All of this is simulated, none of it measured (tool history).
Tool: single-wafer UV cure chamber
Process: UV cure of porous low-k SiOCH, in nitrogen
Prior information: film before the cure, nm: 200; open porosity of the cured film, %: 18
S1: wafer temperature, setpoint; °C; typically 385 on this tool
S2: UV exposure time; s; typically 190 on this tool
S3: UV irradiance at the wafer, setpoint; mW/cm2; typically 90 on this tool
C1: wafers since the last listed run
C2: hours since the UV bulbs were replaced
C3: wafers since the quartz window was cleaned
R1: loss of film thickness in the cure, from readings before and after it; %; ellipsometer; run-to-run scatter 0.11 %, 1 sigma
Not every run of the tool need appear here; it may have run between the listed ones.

run   hour   S1   S2   S3   C1      C2    C3     R1
  1    0.0  377  160   90    0  1233.4   720  8.206
  2   20.6  377  160   90  182  1254.0   903  8.185
  3   42.3  395  190   90  192  1275.7  1096  9.046
  4   63.4  395  190   90  187  1296.8  1283  8.904
  5   98.5  395  190   90  311  1331.9  1594  8.667
  6  119.5  385  230   90  186  1352.9  1781  9.418
  7  148.0  385  230   90  252  1381.4  2034  9.406
     182.8  -- quartz window cleaned
  8  183.3  385  230   90  242  1416.7     4  9.835
  9  197.6  385  190   69  126  1431.0   131  7.908
 10  217.8  385  190   69  179  1451.2   310  7.903
 11  253.3  385  190   69  315  1486.7   626  7.725
 12  288.3  394  190   80  310  1521.7   936  8.387
 13  318.3  385  190   90  266  1551.7  1202  8.602
 14  348.0  385  190   90  263  1581.4  1466  8.588
 15  379.7  385  190   90  281  1613.1  1747  8.261
 16  404.1  385  190   90  216  1637.5  1964  8.450
 17  436.5  385  190   90  287  1669.9  2252  8.161
 18  456.3  385  190   90  175  1689.7  2427  8.131
 19  473.5  385  190   58  152  1706.9  2580  6.467
     484.4  -- quartz window cleaned
 20  506.4  385  190   90  220  1739.8   195  8.610
 21  520.6  385  190   90  126  1754.0   321  8.909
 22  552.8  385  190   90  285  1786.2   606  8.676
 23  570.6  385  190   90  157  1804.0   764  8.682
 24  593.3  385  190   90  201  1826.7   966  8.459
 25  606.8  385  190   90  119  1840.2  1086  8.405
 26  635.9  392  145   90  258  1869.3  1344  7.384
 27  669.1  385  190   90  294  1902.5  1639  8.077
 28  696.2  398  190   66  240  1929.6  1879  7.044
     746.0  -- quartz window cleaned
 29  800.5  385  270   90  854  2033.9   483  9.986
 30  835.2  385   95  101  307  2068.6   791  6.121
 31  857.3  385  145   90  196  2090.7   988  7.284
 32  890.1  385  190  105  291  2123.5  1279  8.858
 33  904.1  385  190   90  124  2137.5  1403  8.283
 34  921.5  385  190  103  154  2154.9  1557  8.653
 35  954.6  391  235   90  293  2188.0  1851  9.009

Run 36 comes next. What will it give?
 36  978.8  401  140  90  214  2212.2  2066   ?

{"run 36": {"R1": 7.027}}
With no hidden state in the tool, this same run would have given R1 9.201 %.
